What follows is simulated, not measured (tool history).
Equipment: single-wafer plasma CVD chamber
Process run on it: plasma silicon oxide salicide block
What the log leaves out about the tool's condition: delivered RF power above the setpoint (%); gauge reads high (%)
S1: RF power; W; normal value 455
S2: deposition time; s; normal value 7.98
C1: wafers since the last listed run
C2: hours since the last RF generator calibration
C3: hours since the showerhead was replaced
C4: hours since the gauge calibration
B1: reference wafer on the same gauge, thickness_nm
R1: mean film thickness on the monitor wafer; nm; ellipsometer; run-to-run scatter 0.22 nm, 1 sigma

run	hour	S1	S2	C1	C2	C3	C4	B1	R1
1	0.0	385	7.98	0	171.7	2692.2	639.1	86.026	72.159
2	73.3	455	7.98	1308	245.0	2765.5	712.4	85.998	75.275
3	174.9	455	9.01	1813	346.6	2867.1	814.0	86.023	85.357
4	262.3	455	9.01	1560	434.0	2954.5	901.4	85.973	85.023
5	350.3	455	9.01	1571	522.0	3042.5	989.4	86.036	85.489
6	386.7	415	7.98	649	558.4	3078.9	1025.8	86.011	73.817
7	454.4	415	7.98	1208	626.1	3146.6	1093.5	85.986	73.585
8	509.8	415	7.98	989	681.5	3202.0	1148.9	85.964	74.141
9	597.5	455	7.98	1565	769.2	3289.7	1236.6	86.013	75.563
# hour 630.7: showerhead replaced
10	638.8	415	8.64	594	810.5	8.1	1277.9	86.070	79.498
11	710.5	415	8.64	1280	882.2	79.8	1349.6	85.981	79.681
12	777.9	455	7.98	1203	949.6	147.2	1417.0	86.034	75.680
# hour 863.6: RF generator calibrated
13	864.1	455	7.98	1396	0.5	233.4	1503.2	85.921	75.290
14	907.1	455	7.98	767	43.5	276.4	1546.2	85.998	75.439
15	960.2	455	7.98	947	96.6	329.5	1599.3	85.966	75.554
16	1033.5	385	8.58	1308	169.9	402.8	1672.6	86.028	78.224
17	1083.3	420	7.98	889	219.7	452.6	1722.4	85.959	73.756
18	1172.9	405	8.89	1599	309.3	542.2	1812.0	86.074	81.781
19	1261.7	455	7.98	1585	398.1	631.0	1900.8	85.955	75.281
20	1304.7	480	7.52	767	441.1	674.0	1943.8	86.025	72.017
# hour 1331.6: gauge calibrated
21	1393.1	415	8.64	1578	529.5	762.4	61.5	86.032	79.574
22	1440.9	390	7.23	853	577.3	810.2	109.3	86.130	65.803
23	1535.8	420	8.70	1694	672.2	905.1	204.2	86.053	80.204
24	1614.0	385	7.02	1396	750.4	983.3	282.4	86.044	63.699
25	1706.8	430	7.98	1656	843.2	1076.1	375.2	85.919	74.134
26	1757.0	455	7.98	896	893.4	1126.3	425.4	86.074	75.171
27	1856.5	480	9.10	1776	992.9	1225.8	524.9	86.016	87.148
28	1906.5	520	6.61	892	1042.9	1275.8	574.9	86.112	64.571
# hour 1963.7: RF generator calibrated
29	1964.2	455	7.98	887	0.5	1333.5	632.6	86.010	75.861
30	2025.5	455	7.98	1094	61.8	1394.8	693.9	85.927	75.576
31	2064.1	520	6.61	689	100.4	1433.4	732.5	85.953	64.600

For each run, what was the tool's unlogged condition?
delivered RF power above the setpoint (%): 0 across all the runs
gauge reads high (%): 0 across all the runs
